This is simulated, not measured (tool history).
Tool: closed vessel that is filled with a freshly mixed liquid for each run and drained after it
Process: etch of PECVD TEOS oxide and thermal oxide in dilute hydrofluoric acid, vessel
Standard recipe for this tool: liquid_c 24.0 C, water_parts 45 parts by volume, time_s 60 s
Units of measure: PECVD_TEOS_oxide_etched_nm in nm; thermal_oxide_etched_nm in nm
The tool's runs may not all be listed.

run    hour  liquid_c  water_parts  time_s  wafers since the last listed run  hours since the thermometer was replaced  hours since the hydrofluoric acid flow meter was replaced  hours since the gauge calibration  read-back film thickness of the PECVD TEOS oxide reference wafer, read on the same gauge (nm)  read-back film thickness of the thermal oxide reference wafer, read on the same gauge (nm)  PECVD_TEOS_oxide_etched_nm  thermal_oxide_etched_nm
  1     0.0      25.5           55      60                                 0                                    1237.5                                                     1088.9                             1163.6                                                                                          30.04                                                                                      130.02                       10.47                     6.08
  2    57.0      24.0           45      35                              5594                                    1294.5                                                     1145.9                             1220.6                                                                                          30.03                                                                                      130.04                        7.04                     4.21
  3    83.3      24.0           45      60                              2581                                    1320.8                                                     1172.2                             1246.9                                                                                          30.02                                                                                      130.01                       12.20                     7.11
  4   127.2      24.0           45      60                              4308                                    1364.7                                                     1216.1                             1290.8                                                                                          30.00                                                                                      130.00                       12.17                     7.08
  5   167.7      24.0           45      60                              3975                                    1405.2                                                     1256.6                             1331.3                                                                                          29.97                                                                                      130.01                       12.15                     7.15
  6   216.6      24.0           45      60                              4799                                    1454.1                                                     1305.5                             1380.2                                                                                          30.01                                                                                      129.99                       12.18                     7.26
  7   267.7      24.0           45      60                              5015                                    1505.2                                                     1356.6                             1431.3                                                                                          30.01                                                                                      129.98                       12.09                     7.09
  8   291.8      24.0           45      60                              2365                                    1529.3                                                     1380.7                             1455.4                                                                                          30.01                                                                                      130.01                       12.28                     7.22
      293.2  -- thermometer replaced
      465.4  -- gauge calibrated
  9   472.0      24.0           45      70                             17588                                     178.8                                                     1560.9                                6.6                                                                                          30.01                                                                                      130.01                       14.63                     8.47
 10   530.8      24.0           30      35                              5771                                     237.6                                                     1619.7                               65.4                                                                                          30.04                                                                                      130.00                       11.29                     6.51
 11   583.0      24.0           30      35                              5123                                     289.8                                                     1671.9                              117.6                                                                                          29.99                                                                                      130.00                       11.08                     6.53
 12   608.6      24.0           60      40                              2512                                     315.4                                                     1697.5                              143.2                                                                                          29.99                                                                                      130.00                        6.13                     3.55
 13   664.9      21.5           35      50                              5525                                     371.7                                                     1753.8                              199.5                                                                                          30.03                                                                                      130.00                       12.35                     7.16
 14   730.1      19.5           35      30                              6399                                     436.9                                                     1819.0                              264.7                                                                                          29.99                                                                                      130.02                        6.70                     3.95
 15   754.8      24.0           45      30                              2424                                     461.6                                                     1843.7                              289.4                                                                                          30.01                                                                                      130.00                        6.34                     3.68
      783.1  -- hydrofluoric acid flow meter replaced
 16   784.2      19.0           25      80                              2787                                     491.0                                                        1.1                              318.8                                                                                          30.01                                                                                      129.99                       26.44                    15.32
 17   833.1      21.5           45      85                              4799                                     539.9                                                       50.0                              367.7                                                                                          29.98                                                                                      129.99                       17.14                     9.87
 18   873.4      24.0           25      90                              3955                                     580.2                                                       90.3                              408.0                                                                                          30.01                                                                                      129.97                       36.85                    21.52
 19   910.5      27.0           60      70                              3641                                     617.3                                                      127.4                              445.1                                                                                          30.03                                                                                      130.00                       13.03                     7.61
 20   955.5      27.0           35      60                              4416                                     662.3                                                      172.4                              490.1                                                                                          29.95                                                                                      130.02                       19.83                    11.48
 21   983.0      24.0           40      60                              2699                                     689.8                                                      199.9                              517.6                                                                                          30.03                                                                                      129.99                       15.23                     8.86
     1009.6  -- hydrofluoric acid flow meter replaced, repeated, since the last time left the tool worse
 22  1029.9      24.0           60      40                              4505                                     736.7                                                       20.3                              564.5                                                                                          30.00                                                                                      130.02                        5.65                     3.30
 23  1082.6      24.0           30      35                              5172                                     789.4                                                       73.0                              617.2                                                                                          30.00                                                                                      129.98                       10.14                     5.98
 24  1128.6      24.0           45      60                              4514                                     835.4                                                      119.0                              663.2                                                                                          29.97                                                                                      129.98                       11.43                     6.82
 25  1189.4      28.5           65      60                              5967                                     896.2                                                      179.8                              724.0                                                                                          30.03                                                                                      129.99                        9.24                     5.46
 26  1232.4      19.5           45      80                              4220                                     939.2                                                      222.8                              767.0                                                                                          29.98                                                                                      130.00                       12.86                     7.52
 27  1262.6      21.0           45      60                              2964                                     969.4                                                      253.0                              797.2                                                                                          29.98                                                                                      130.01                       10.22                     6.03

3 options for the next run, each taken on its own from the tool as it stands now. Forecast them:
  A  1263.3      25.5           45      60                                68                                     970.1                                                      253.7                              797.9                                                                                              ?                                                                                           ?                           ?                        ?
  B  1263.3      20.5           35      30                                68                                     970.1                                                      253.7                              797.9                                                                                              ?                                                                                           ?                           ?                        ?
  C  1263.3      28.5           45      70                                68                                     970.1                                                      253.7                              797.9                                                                                              ?                                                                                           ?                           ?                        ?

run  read-back film thickness of the PECVD TEOS oxide reference wafer, read on the same gauge (nm)  read-back film thickness of the thermal oxide reference wafer, read on the same gauge (nm)  PECVD_TEOS_oxide_etched_nm  thermal_oxide_etched_nm
  A                                                                                          29.99                                                                                      130.02                       12.22                     7.20
  B                                                                                          29.99                                                                                      130.02                        6.46                     3.80
  C                                                                                          29.99                                                                                      130.02                       16.10                     9.48
Take away the tool's hidden state, keep each run's random variation, and the runs would have read:
run  PECVD_TEOS_oxide_etched_nm  thermal_oxide_etched_nm
  A                       12.08                     7.11
  B                        6.38                     3.76
  C                       15.90                     9.36

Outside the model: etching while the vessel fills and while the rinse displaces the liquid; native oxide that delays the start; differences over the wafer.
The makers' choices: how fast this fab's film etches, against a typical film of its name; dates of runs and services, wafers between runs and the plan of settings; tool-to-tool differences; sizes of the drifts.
